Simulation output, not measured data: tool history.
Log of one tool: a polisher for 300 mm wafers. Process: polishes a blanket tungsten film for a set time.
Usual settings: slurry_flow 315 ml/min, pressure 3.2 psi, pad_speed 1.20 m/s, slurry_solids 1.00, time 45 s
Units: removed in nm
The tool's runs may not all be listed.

run,day,slurry_flow,pressure,pad_speed,slurry_solids,time,wafers since the last listed run,wafers polished on this pad,hours since the slurry nozzle was cleaned,hours since the head pressure was calibrated,hours since the slurry blender was calibrated,hours since the slurry got fresh peroxide,"incoming thickness of the incoming film, nm",removed
1,0.000,315,3.2,1.20,1.00,45,0,1376,338.0,478.2,210.2,34.7,692.3,209.9
2,1.075,315,3.2,1.20,1.00,45,326,1703,363.8,504.0,236.0,60.5,705.2,209.6
3,3.679,315,3.2,1.20,1.00,45,790,2494,426.3,566.5,298.5,123.0,689.6,211.5
4,6.517,315,3.2,1.08,1.00,45,861,3356,494.4,634.6,366.6,191.1,702.2,193.8
5,9.100,205,3.2,1.20,1.00,45,784,4140,556.4,696.6,428.6,253.1,696.3,206.0
# day 9.362: slurry nozzle cleaned
# day 9.492: slurry blender recalibrated
6,11.325,315,3.2,1.20,1.00,45,637,4778,47.1,750.0,44.0,306.5,700.2,213.7
# day 11.938: worn pad replaced by a new one
7,12.642,315,3.2,1.20,0.75,45,349,213,78.7,781.6,75.6,338.1,704.7,184.4
# day 13.100: slurry tank refilled with fresh slurry and peroxide
8,13.808,360,3.2,1.46,1.30,45,341,555,106.7,809.6,103.6,17.0,702.8,268.6
9,15.262,315,2.2,1.20,0.90,45,441,996,141.6,844.5,138.5,51.9,696.7,154.6
# day 16.412: head pressure recalibrated
10,17.388,315,3.2,1.20,0.85,45,620,1616,192.6,23.4,189.5,102.9,695.2,182.8
11,20.304,315,3.2,1.20,1.00,45,885,2502,262.6,93.4,259.5,172.9,708.0,199.0
12,23.242,315,3.2,1.20,1.00,45,892,3395,333.1,163.9,330.0,243.4,706.5,204.7
# day 25.879: slurry blender recalibrated
13,26.175,315,3.2,1.20,1.00,34,865,4260,403.5,234.3,7.1,313.8,694.2,152.2
# day 28.642: slurry tank refilled with fresh slurry and peroxide
# day 28.838: worn pad replaced by a new one
14,28.912,315,3.2,1.20,1.00,45,768,22,469.2,300.0,72.8,6.5,699.8,205.3
15,30.042,315,2.8,1.20,0.75,45,342,365,496.3,327.1,99.9,33.6,688.6,166.3
16,32.150,315,3.2,1.20,1.00,45,640,1005,546.9,377.7,150.5,84.2,704.9,211.2
17,33.304,315,3.2,1.20,1.15,45,350,1356,574.6,405.4,178.2,111.9,703.3,218.1
# day 33.862: slurry nozzle cleaned
18,34.346,315,2.4,1.20,1.00,45,303,1659,11.6,430.4,203.2,136.9,712.4,167.0
19,35.767,315,4.0,1.20,1.00,45,431,2091,45.7,464.5,237.3,171.0,691.5,246.4
20,36.842,315,3.2,1.20,1.00,45,326,2418,71.5,490.3,263.1,196.8,706.0,209.3
21,38.242,315,3.2,1.20,1.00,45,425,2843,105.1,523.9,296.7,230.4,701.3,214.2
22,40.408,270,3.8,1.20,1.25,31,658,3501,157.1,575.9,348.7,282.4,700.2,179.6
23,41.671,420,4.0,1.20,1.00,33,383,3884,187.4,606.2,379.0,312.7,701.4,186.6
# day 43.575: slurry blender recalibrated
24,43.867,315,2.7,1.48,0.75,45,641,4526,240.1,658.9,7.0,365.4,700.3,191.0
25,46.071,230,3.2,1.20,1.00,45,669,5195,293.0,711.8,59.9,418.3,710.4,205.1

Forecast each of these 5 alternatives for the next run:
A,46.088,315,3.9,1.20,1.00,45,5,5201,293.4,712.2,60.3,418.7,708.0,?
B,46.088,405,4.1,1.36,1.15,45,5,5201,293.4,712.2,60.3,418.7,708.0,?
C,46.088,405,3.2,1.20,0.75,49,5,5201,293.4,712.2,60.3,418.7,708.0,?
D,46.088,280,3.2,1.50,1.00,56,5,5201,293.4,712.2,60.3,418.7,708.0,?
E,46.088,315,3.2,0.84,1.00,36,5,5201,293.4,712.2,60.3,418.7,708.0,?

run,removed
A,247.9
B,302.0
C,206.4
D,305.5
E,135.2
Without the tool's hidden state the same runs would have given:
run,removed
A,230.3
B,280.5
C,191.7
D,283.8
E,125.6

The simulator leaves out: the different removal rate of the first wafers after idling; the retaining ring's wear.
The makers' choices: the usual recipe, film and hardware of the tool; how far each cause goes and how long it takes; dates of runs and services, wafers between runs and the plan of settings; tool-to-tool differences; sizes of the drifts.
